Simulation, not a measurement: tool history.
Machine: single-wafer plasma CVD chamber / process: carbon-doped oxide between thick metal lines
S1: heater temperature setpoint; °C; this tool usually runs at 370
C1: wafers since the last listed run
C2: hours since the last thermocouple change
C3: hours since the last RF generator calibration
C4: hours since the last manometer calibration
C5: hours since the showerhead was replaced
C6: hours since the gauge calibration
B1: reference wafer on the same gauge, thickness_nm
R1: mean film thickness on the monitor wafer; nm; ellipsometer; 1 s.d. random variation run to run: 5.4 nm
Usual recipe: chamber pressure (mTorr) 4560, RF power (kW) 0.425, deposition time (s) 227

Run 1, hour 0.0: usual settings; C1 0; C2 1834.3; C3 733.1; C4 1159.7; C5 5873.7; C6 165.4; B1 907.659. Result: R1 935.525 nm.
Run 2, hour 14.3: usual settings; C1 78; C2 1848.6; C3 747.4; C4 1174.0; C5 5888.0; C6 179.7; B1 909.010. Result: R1 933.871 nm.
Run 3, hour 24.3: usual settings; C1 55; C2 1858.6; C3 757.4; C4 1184.0; C5 5898.0; C6 189.7; B1 910.000. Result: R1 933.378 nm.
Run 4, hour 32.5: usual settings but RF power (kW) 0.400; C1 45; C2 1866.8; C3 765.6; C4 1192.2; C5 5906.2; C6 197.9; B1 907.521. Result: R1 875.381 nm.
At hour 46.1: thermocouple changed; heater temperature recalibrated.
Run 5, hour 49.9: usual settings; C1 51; C2 3.8; C3 783.0; C4 1209.6; C5 5923.6; C6 215.3; B1 910.316. Result: R1 930.614 nm.
At hour 65.6: capacitance manometer re-zeroed and calibrated.
Run 6, hour 66.1: usual settings but chamber pressure (mTorr) 3570, RF power (kW) 0.345, deposition time (s) 271; C1 45; C2 20.0; C3 799.2; C4 0.5; C5 5939.8; C6 231.5; B1 909.553. Result: R1 862.169 nm.
Run 7, hour 75.3: usual settings but chamber pressure (mTorr) 5040, RF power (kW) 0.490; C1 50; C2 29.2; C3 808.4; C4 9.7; C5 5949.0; C6 240.7; B1 908.762. Result: R1 1083.951 nm.
Run 8, hour 85.2: usual settings but S1 357 °C, deposition time (s) 246; C1 54; C2 39.1; C3 818.3; C4 19.6; C5 5958.9; C6 250.6; B1 909.860. Result: R1 1045.919 nm.
Run 9, hour 91.9: usual settings but S1 376 °C; C1 36; C2 45.8; C3 825.0; C4 26.3; C5 5965.6; C6 257.3; B1 907.710. Result: R1 926.485 nm.
Run 10, hour 101.5: usual settings but chamber pressure (mTorr) 5660, RF power (kW) 0.490; C1 52; C2 55.4; C3 834.6; C4 35.9; C5 5975.2; C6 266.9; B1 908.152. Result: R1 1093.659 nm.
Run 11, hour 116.4: usual settings; C1 82; C2 70.3; C3 849.5; C4 50.8; C5 5990.1; C6 281.8; B1 909.284. Result: R1 924.165 nm.
Run 12, hour 123.1: usual settings but S1 362 °C, chamber pressure (mTorr) 5520, RF power (kW) 0.400, deposition time (s) 242; C1 36; C2 77.0; C3 856.2; C4 57.5; C5 5996.8; C6 288.5; B1 908.957. Result: R1 982.670 nm.
At hour 131.3: RF generator calibrated.
Run 13, hour 140.5: usual settings but chamber pressure (mTorr) 5580; C1 51; C2 94.4; C3 9.2; C4 74.9; C5 6014.2; C6 305.9; B1 908.693. Result: R1 1001.652 nm.
Run 14, hour 154.0: usual settings but deposition time (s) 197; C1 74; C2 107.9; C3 22.7; C4 88.4; C5 6027.7; C6 319.4; B1 909.216. Result: R1 839.933 nm.
Run 15, hour 166.9: usual settings; C1 71; C2 120.8; C3 35.6; C4 101.3; C5 6040.6; C6 332.3; B1 909.323. Result: R1 978.768 nm.
Run 16, hour 174.6: usual settings but S1 384 °C, deposition time (s) 185; C1 42; C2 128.5; C3 43.3; C4 109.0; C5 6048.3; C6 340.0; B1 910.184. Result: R1 773.778 nm.
Run 17, hour 185.9: usual settings; C1 62; C2 139.8; C3 54.6; C4 120.3; C5 6059.6; C6 351.3; B1 910.035. Result: R1 966.284 nm.
At hour 199.5: gauge calibrated.
Run 18, hour 222.7: usual settings; C1 202; C2 176.6; C3 91.4; C4 157.1; C5 6096.4; C6 23.2; B1 910.715. Result: R1 971.673 nm.
Run 19, hour 235.4: usual settings but RF power (kW) 0.390, deposition time (s) 213; C1 70; C2 189.3; C3 104.1; C4 169.8; C5 6109.1; C6 35.9; B1 910.022. Result: R1 835.557 nm.
Run 20, hour 250.5: usual settings; C1 83; C2 204.4; C3 119.2; C4 184.9; C5 6124.2; C6 51.0; B1 910.380. Result: R1 960.190 nm.
At hour 269.2: showerhead replaced.
Run 21, hour 293.4: usual settings but RF power (kW) 0.400, deposition time (s) 199; C1 192; C2 247.3; C3 162.1; C4 227.8; C5 24.2; C6 93.9; B1 908.681. Result: R1 783.583 nm.
Run 22, hour 311.4: usual settings but chamber pressure (mTorr) 3620, deposition time (s) 209; C1 99; C2 265.3; C3 180.1; C4 245.8; C5 42.2; C6 111.9; B1 909.265. Result: R1 853.965 nm.
Run 23, hour 325.4: usual settings but S1 376 °C, chamber pressure (mTorr) 3900, RF power (kW) 0.490, deposition time (s) 183; C1 77; C2 279.3; C3 194.1; C4 259.8; C5 56.2; C6 125.9; B1 909.432. Result: R1 845.752 nm.
Run 24, hour 334.6: usual settings but RF power (kW) 0.390, deposition time (s) 213; C1 50; C2 288.5; C3 203.3; C4 269.0; C5 65.4; C6 135.1; B1 906.751. Result: R1 817.998 nm.
Run 25, hour 349.9: usual settings but chamber pressure (mTorr) 3750, RF power (kW) 0.460, deposition time (s) 268; C1 84; C2 303.8; C3 218.6; C4 284.3; C5 80.7; C6 150.4; B1 910.109. Result: R1 1181.686 nm.
Run 26, hour 366.3: usual settings; C1 90; C2 320.2; C3 235.0; C4 300.7; C5 97.1; C6 166.8; B1 908.138. Result: R1 951.139 nm.
Run 27, hour 380.9: usual settings but chamber pressure (mTorr) 4260, deposition time (s) 187; C1 80; C2 334.8; C3 249.6; C4 315.3; C5 111.7; C6 181.4; B1 910.104. Result: R1 776.179 nm.
Run 28, hour 395.8: usual settings; C1 82; C2 349.7; C3 264.5; C4 330.2; C5 126.6; C6 196.3; B1 908.438. Result: R1 949.468 nm.
Run 29, hour 409.7: usual settings but S1 363 °C, chamber pressure (mTorr) 5340, RF power (kW) 0.505, deposition time (s) 266; C1 76; C2 363.6; C3 278.4; C4 344.1; C5 140.5; C6 210.2; B1 910.042. Result: R1 1349.319 nm.

How would selected steps in R1 from run to run divide? Give the signed amount a tool lacking its hidden state would still show from settings, what came in and random variation, and the signed amount left for the hidden state, including any gauge scatter that is not in both of the compared results.
Unlogged tool condition in this case: wafer temperature above the value expected at the setpoint (K); delivered RF power above the setpoint (%); true pressure above the setpoint (%); gauge reads high (%).
Run 12 -> 13: S1 362 -> 370, chamber pressure (mTorr) 5520 -> 5580, RF power (kW) 0.400 -> 0.425, deposition time (s) 242 -> 227, RF generator calibrated. R1 +18.982 nm: hidden state +45.455, all else -26.473.
Run 24 -> 25: chamber pressure (mTorr) 4560 -> 3750, RF power (kW) 0.390 -> 0.460, deposition time (s) 213 -> 268. R1 +363.688 nm: hidden state -4.821, all else +368.509.
Run 28 -> 29: S1 370 -> 363, chamber pressure (mTorr) 4560 -> 5340, RF power (kW) 0.425 -> 0.505, deposition time (s) 227 -> 266. R1 +399.851 nm: hidden state -5.996, all else +405.847.

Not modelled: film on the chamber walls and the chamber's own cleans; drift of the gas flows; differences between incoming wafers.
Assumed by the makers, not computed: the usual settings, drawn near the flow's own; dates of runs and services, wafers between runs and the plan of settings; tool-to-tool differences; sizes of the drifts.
